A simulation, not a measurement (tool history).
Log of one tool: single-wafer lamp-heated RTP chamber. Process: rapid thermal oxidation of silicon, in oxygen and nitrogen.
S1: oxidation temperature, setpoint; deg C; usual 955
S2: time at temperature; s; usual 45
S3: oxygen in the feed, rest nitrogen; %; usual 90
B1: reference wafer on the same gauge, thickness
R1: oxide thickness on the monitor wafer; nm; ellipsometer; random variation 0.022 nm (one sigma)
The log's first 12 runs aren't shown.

{"run": 13, "day": 14.183, "S1": 955, "S2": 38, "S3": 90, "B1": 4.131, "R1": 3.589}
{"run": 14, "day": 14.892, "S1": 955, "S2": 62, "S3": 90, "B1": 4.125, "R1": 4.281}
{"run": 15, "day": 15.617, "S1": 955, "S2": 62, "S3": 90, "B1": 4.136, "R1": 4.328}
{"day": 16.633, "done": "pyrometer window cleaned and pyrometer calibrated"}
{"run": 16, "day": 16.704, "S1": 955, "S2": 27, "S3": 71, "B1": 4.13, "R1": 3.106}
{"run": 17, "day": 17.817, "S1": 955, "S2": 27, "S3": 71, "B1": 4.132, "R1": 3.108}
{"run": 18, "day": 18.829, "S1": 955, "S2": 27, "S3": 71, "B1": 4.129, "R1": 3.12}
{"run": 19, "day": 20.362, "S1": 955, "S2": 45, "S3": 90, "B1": 4.135, "R1": 3.979}
{"run": 20, "day": 21.196, "S1": 955, "S2": 27, "S3": 71, "B1": 4.129, "R1": 3.104}
{"day": 21.825, "done": "pyrometer window cleaned and pyrometer calibrated, repeated, since the last time left the tool worse"}
{"run": 21, "day": 21.917, "S1": 955, "S2": 28, "S3": 70, "B1": 4.12, "R1": 2.967}
{"run": 22, "day": 23.296, "S1": 963, "S2": 61, "S3": 98, "B1": 4.14, "R1": 4.565}
{"day": 23.592, "done": "gauge calibrated"}
{"run": 23, "day": 24.483, "S1": 955, "S2": 45, "S3": 90, "B1": 4.133, "R1": 3.686}
{"run": 24, "day": 25.85, "S1": 929, "S2": 23, "S3": 61, "B1": 4.132, "R1": 2.462}
{"day": 27.208, "done": "oxygen flow controller replaced"}
{"run": 25, "day": 29.471, "S1": 955, "S2": 45, "S3": 90, "B1": 4.131, "R1": 3.743}
{"run": 26, "day": 30.504, "S1": 955, "S2": 66, "S3": 98, "B1": 4.135, "R1": 4.501}
{"run": 27, "day": 31.617, "S1": 955, "S2": 39, "S3": 90, "B1": 4.135, "R1": 3.583}
{"run": 28, "day": 32.938, "S1": 955, "S2": 27, "S3": 81, "B1": 4.136, "R1": 3.044}
{"run": 29, "day": 33.833, "S1": 955, "S2": 64, "S3": 98, "B1": 4.137, "R1": 4.519}
{"run": 30, "day": 34.433, "S1": 936, "S2": 55, "S3": 63, "B1": 4.125, "R1": 3.331}
{"run": 31, "day": 35.192, "S1": 955, "S2": 45, "S3": 90, "B1": 4.131, "R1": 3.821}
{"run": 32, "day": 36.096, "S1": 969, "S2": 25, "S3": 90, "B1": 4.127, "R1": 3.403}
{"day": 37.692, "done": "pyrometer window cleaned and pyrometer calibrated"}
{"run": 33, "day": 37.712, "S1": 928, "S2": 54, "S3": 90, "B1": 4.134, "R1": 3.343}
{"run": 34, "day": 38.204, "S1": 955, "S2": 58, "S3": 90, "B1": 4.127, "R1": 4.073}
{"run": 35, "day": 38.883, "S1": 955, "S2": 24, "S3": 90, "B1": 4.132, "R1": 2.97}
{"run": 36, "day": 39.533, "S1": 955, "S2": 45, "S3": 66, "B1": 4.132, "R1": 3.413}
{"run": 37, "day": 40.079, "S1": 934, "S2": 45, "S3": 98, "B1": 4.14, "R1": 3.311}

Forecast each of these 4 alternatives for the next run:
{"run": "A", "day": 40.096, "S1": 955, "S2": 45, "S3": 90, "B1": "?", "R1": "?"}
{"run": "B", "day": 40.096, "S1": 945, "S2": 37, "S3": 98, "B1": "?", "R1": "?"}
{"run": "C", "day": 40.096, "S1": 934, "S2": 24, "S3": 90, "B1": "?", "R1": "?"}
{"run": "D", "day": 40.096, "S1": 955, "S2": 23, "S3": 98, "B1": "?", "R1": "?"}

run=A B1=4.128 R1=3.741
run=B B1=4.128 R1=3.346
run=C B1=4.128 R1=2.713
run=D B1=4.128 R1=3.030
Without the tool's hidden state the same runs would have given:
run=A R1=3.709
run=B R1=3.320
run=C R1=2.698
run=D R1=3.008
